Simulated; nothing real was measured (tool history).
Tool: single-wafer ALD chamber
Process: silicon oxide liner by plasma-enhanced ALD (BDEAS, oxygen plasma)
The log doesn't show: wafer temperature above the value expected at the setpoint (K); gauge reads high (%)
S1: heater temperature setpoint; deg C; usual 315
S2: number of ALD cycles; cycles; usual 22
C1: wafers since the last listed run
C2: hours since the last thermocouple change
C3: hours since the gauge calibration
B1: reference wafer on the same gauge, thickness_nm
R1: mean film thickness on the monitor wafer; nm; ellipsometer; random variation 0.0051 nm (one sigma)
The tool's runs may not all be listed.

run    hour   S1  S2    C1      C2      C3     B1     R1
  1     0.0  315  22     0  1171.4  1138.4  2.020  2.038
  2    61.4  315  22   558  1232.8  1199.8  2.019  2.043
  3   102.9  315  22   377  1274.3  1241.3  2.020  2.041
  4   151.9  315  22   445  1323.3  1290.3  2.020  2.035
  5   230.4  315  23   714  1401.8  1368.8  2.019  2.122
  6   279.8  315  22   449  1451.2  1418.2  2.021  2.035
  7   381.5  315  22   925  1552.9  1519.9  2.022  2.040
  8   420.0  315  22   350  1591.4  1558.4  2.021  2.038
  9   510.5  315  22   823  1681.9  1648.9  2.022  2.034
 10   576.4  315  22   599  1747.8  1714.8  2.019  2.036
 11   680.4  315  22   946  1851.8  1818.8  2.020  2.042
 12   718.2  315  22   343  1889.6  1856.6  2.021  2.045
 13   758.7  305  23   368  1930.1  1897.1  2.022  2.154
 14   827.3  305  23   624  1998.7  1965.7  2.021  2.176
 15   870.9  315  19   396  2042.3  2009.3  2.019  1.771
      909.5  -- thermocouple changed; heater temperature recalibrated
 16   972.2  315  19   848    62.7  2110.6  2.021  1.749
 17  1026.0  306  18   489   116.5  2164.4  2.021  1.674
     1280.5  -- gauge calibrated
 18  1294.0  307  24  2437   384.5    13.5  2.019  2.235
 19  1332.6  326  24   351   423.1    52.1  2.020  2.178
 20  1408.1  315  22   686   498.6   127.6  2.020  2.030
 21  1491.5  306  26   758   582.0   211.0  2.020  2.428
 22  1550.5  315  26   536   641.0   270.0  2.019  2.395
 23  1657.9  315  20   976   748.4   377.4  2.021  1.843
 24  1756.4  306  26   896   846.9   475.9  2.021  2.436
 25  1797.2  315  22   371   887.7   516.7  2.019  2.031
 26  1894.1  324  20   881   984.6   613.6  2.019  1.824
 27  1958.9  301  18   589  1049.4   678.4  2.019  1.700
 28  2023.0  311  25   583  1113.5   742.5  2.018  2.328
 29  2075.6  322  18   478  1166.1   795.1  2.020  1.651
 30  2141.0  315  18   594  1231.5   860.5  2.021  1.658
 31  2243.6  315  22   933  1334.1   963.1  2.021  2.038
 32  2340.9  308  20   885  1431.4  1060.4  2.020  1.864
 33  2433.2  319  23   839  1523.7  1152.7  2.019  2.120

Some steps in R1 between neighbouring runs. How much of each would the tool show without its hidden state too (settings, what came in, random variation), and how much is left for the hidden state, with any gauge scatter that isn't in both results?
Run 14 -> 15: S1 305 -> 315, S2 23 -> 19. R1 -0.405 nm: hidden state -0.004, all else -0.401.
Run 15 -> 16: thermocouple changed; heater temperature recalibrated. R1 -0.022 nm: hidden state -0.014, all else -0.008.
Run 23 -> 24: S1 315 -> 306, S2 20 -> 26. R1 +0.593 nm: hidden state +0.002, all else +0.591.
Run 26 -> 27: S1 324 -> 301, S2 20 -> 18. R1 -0.124 nm: hidden state +0.004, all else -0.128.
Run 27 -> 28: S1 301 -> 311, S2 18 -> 25. R1 +0.628 nm: hidden state -0.002, all else +0.630.
Run 28 -> 29: S1 311 -> 322, S2 25 -> 18. R1 -0.677 nm: hidden state -0.003, all else -0.674.

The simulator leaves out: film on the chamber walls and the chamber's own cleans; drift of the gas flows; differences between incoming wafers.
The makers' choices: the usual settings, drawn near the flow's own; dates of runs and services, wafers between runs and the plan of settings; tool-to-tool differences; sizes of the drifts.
